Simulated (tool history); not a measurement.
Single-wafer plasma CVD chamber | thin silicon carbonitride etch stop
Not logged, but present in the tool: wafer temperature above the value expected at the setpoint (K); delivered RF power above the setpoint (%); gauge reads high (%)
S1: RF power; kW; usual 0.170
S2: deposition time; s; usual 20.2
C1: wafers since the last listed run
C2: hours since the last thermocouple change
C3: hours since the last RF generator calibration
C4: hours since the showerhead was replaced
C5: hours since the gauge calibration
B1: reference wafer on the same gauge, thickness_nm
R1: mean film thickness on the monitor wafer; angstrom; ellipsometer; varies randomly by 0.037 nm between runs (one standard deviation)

run 1 hour=0.0 | S1=0.170 S2=20.2 | C1=0 C2=1198.9 C3=787.3 C4=2578.3 C5=1425.8 | B1=11.009 | R1=101.16
run 2 hour=54.7 | S1=0.170 S2=20.2 | C1=1084 C2=1253.6 C3=842.0 C4=2633.0 C5=1480.5 | B1=10.996 | R1=100.55
run 3 hour=147.3 | S1=0.170 S2=20.2 | C1=1836 C2=1346.2 C3=934.6 C4=2725.6 C5=1573.1 | B1=10.999 | R1=101.26
run 4 hour=242.2 | S1=0.160 S2=20.2 | C1=1882 C2=1441.1 C3=1029.5 C4=2820.5 C5=1668.0 | B1=11.014 | R1=98.26
run 5 hour=331.3 | S1=0.160 S2=20.2 | C1=1767 C2=1530.2 C3=1118.6 C4=2909.6 C5=1757.1 | B1=11.012 | R1=97.90
run 6 hour=403.4 | S1=0.160 S2=20.2 | C1=1430 C2=1602.3 C3=1190.7 C4=2981.7 C5=1829.2 | B1=10.993 | R1=98.12
run 7 hour=462.9 | S1=0.170 S2=20.2 | C1=1180 C2=1661.8 C3=1250.2 C4=3041.2 C5=1888.7 | B1=11.010 | R1=101.27
run 8 hour=499.1 | S1=0.170 S2=20.2 | C1=718 C2=1698.0 C3=1286.4 C4=3077.4 C5=1924.9 | B1=10.993 | R1=100.74
-- hour=512.9 thermocouple changed; heater temperature recalibrated
-- hour=549.4 RF generator calibrated
run 9 hour=595.5 | S1=0.170 S2=20.2 | C1=1594 C2=82.6 C3=46.1 C4=3173.8 C5=2021.3 | B1=10.992 | R1=104.12
run 10 hour=669.0 | S1=0.165 S2=23.0 | C1=1457 C2=156.1 C3=119.6 C4=3247.3 C5=2094.8 | B1=11.008 | R1=116.87
run 11 hour=735.4 | S1=0.165 S2=23.0 | C1=1317 C2=222.5 C3=186.0 C4=3313.7 C5=2161.2 | B1=10.993 | R1=115.05
-- hour=819.2 showerhead replaced
run 12 hour=820.6 | S1=0.170 S2=20.2 | C1=1531 C2=307.7 C3=271.2 C4=1.4 C5=2246.4 | B1=11.006 | R1=102.65
run 13 hour=1104.0 | S1=0.170 S2=20.2 | C1=5621 C2=591.1 C3=554.6 C4=284.8 C5=2529.8 | B1=10.979 | R1=102.58
run 14 hour=1191.4 | S1=0.170 S2=20.2 | C1=1733 C2=678.5 C3=642.0 C4=372.2 C5=2617.2 | B1=11.010 | R1=101.55
run 15 hour=1294.8 | S1=0.170 S2=18.7 | C1=2050 C2=781.9 C3=745.4 C4=475.6 C5=2720.6 | B1=11.008 | R1=93.64
run 16 hour=1347.6 | S1=0.170 S2=22.1 | C1=1047 C2=834.7 C3=798.2 C4=528.4 C5=2773.4 | B1=11.008 | R1=110.94
-- hour=1429.5 gauge calibrated
run 17 hour=1455.4 | S1=0.155 S2=17.9 | C1=2138 C2=942.5 C3=906.0 C4=636.2 C5=25.9 | B1=11.015 | R1=85.93
run 18 hour=1491.7 | S1=0.185 S2=24.2 | C1=720 C2=978.8 C3=942.3 C4=672.5 C5=62.2 | B1=10.985 | R1=126.36
run 19 hour=1530.6 | S1=0.180 S2=20.2 | C1=771 C2=1017.7 C3=981.2 C4=711.4 C5=101.1 | B1=10.988 | R1=104.23
-- hour=1605.9 RF generator calibrated
run 20 hour=1615.7 | S1=0.170 S2=22.1 | C1=1529 C2=1102.8 C3=9.8 C4=796.5 C5=186.2 | B1=11.004 | R1=114.14
run 21 hour=1707.6 | S1=0.170 S2=16.2 | C1=1822 C2=1194.7 C3=101.7 C4=888.4 C5=278.1 | B1=11.002 | R1=83.34
run 22 hour=1755.5 | S1=0.190 S2=21.4 | C1=950 C2=1242.6 C3=149.6 C4=936.3 C5=326.0 | B1=10.992 | R1=114.60
run 23 hour=1818.5 | S1=0.170 S2=24.0 | C1=1249 C2=1305.6 C3=212.6 C4=999.3 C5=389.0 | B1=11.010 | R1=121.19
run 24 hour=1880.7 | S1=0.170 S2=23.1 | C1=1233 C2=1367.8 C3=274.8 C4=1061.5 C5=451.2 | B1=10.994 | R1=117.51
run 25 hour=1949.8 | S1=0.170 S2=20.2 | C1=1370 C2=1436.9 C3=343.9 C4=1130.6 C5=520.3 | B1=10.995 | R1=102.81
run 26 hour=2043.7 | S1=0.170 S2=23.5 | C1=1862 C2=1530.8 C3=437.8 C4=1224.5 C5=614.2 | B1=10.989 | R1=118.69
-- hour=2069.1 thermocouple changed; heater temperature recalibrated
run 27 hour=2131.4 | S1=0.170 S2=20.2 | C1=1580 C2=62.3 C3=525.5 C4=1312.2 C5=701.9 | B1=11.011 | R1=101.61
run 28 hour=2210.3 | S1=0.170 S2=18.9 | C1=1565 C2=141.2 C3=604.4 C4=1391.1 C5=780.8 | B1=11.016 | R1=95.22
run 29 hour=2266.3 | S1=0.150 S2=22.8 | C1=1110 C2=197.2 C3=660.4 C4=1447.1 C5=836.8 | B1=10.991 | R1=107.33
run 30 hour=2319.8 | S1=0.150 S2=23.3 | C1=1061 C2=250.7 C3=713.9 C4=1500.6 C5=890.3 | B1=10.998 | R1=110.16
run 31 hour=2422.2 | S1=0.160 S2=22.1 | C1=2031 C2=353.1 C3=816.3 C4=1603.0 C5=992.7 | B1=10.999 | R1=107.29
run 32 hour=2498.2 | S1=0.155 S2=21.8 | C1=1507 C2=429.1 C3=892.3 C4=1679.0 C5=1068.7 | B1=11.005 | R1=104.31
run 33 hour=2602.4 | S1=0.170 S2=20.2 | C1=2066 C2=533.3 C3=996.5 C4=1783.2 C5=1172.9 | B1=10.992 | R1=101.47
run 34 hour=2699.3 | S1=0.170 S2=23.9 | C1=1922 C2=630.2 C3=1093.4 C4=1880.1 C5=1269.8 | B1=11.007 | R1=120.61
run 35 hour=2771.4 | S1=0.200 S2=24.1 | C1=1430 C2=702.3 C3=1165.5 C4=1952.2 C5=1341.9 | B1=11.004 | R1=129.95
-- hour=2847.6 RF generator calibrated
run 36 hour=2878.4 | S1=0.170 S2=23.5 | C1=1963 C2=809.3 C3=30.8 C4=2059.2 C5=1448.9 | B1=11.001 | R1=120.74

A few steps of R1 between consecutive runs. Split each: what settings, incoming material and random variation would produce without the hidden state, and what is left over for the hidden state, along with gauge scatter present in only one of the two compared results (measured, and without hidden state):
Run 8 -> 9: thermocouple changed; heater temperature recalibrated, RF generator calibrated. R1 +3.38 angstrom: hidden state +3.02, all else +0.36.
Run 17 -> 18: S1 0.155 -> 0.185, S2 17.9 -> 24.2. R1 +40.43 angstrom: hidden state -1.22, all else +41.65.
Run 19 -> 20: S1 0.180 -> 0.170, S2 20.2 -> 22.1, RF generator calibrated. R1 +9.91 angstrom: hidden state +2.85, all else +7.06.
Run 20 -> 21: S2 22.1 -> 16.2. R1 -30.80 angstrom: hidden state -0.42, all else -30.38.
Run 21 -> 22: S1 0.170 -> 0.190, S2 16.2 -> 21.4. R1 +31.26 angstrom: hidden state -0.57, all else +31.83.
Run 35 -> 36: S1 0.200 -> 0.170, S2 24.1 -> 23.5, RF generator calibrated. R1 -9.21 angstrom: hidden state +3.81, all else -13.02.
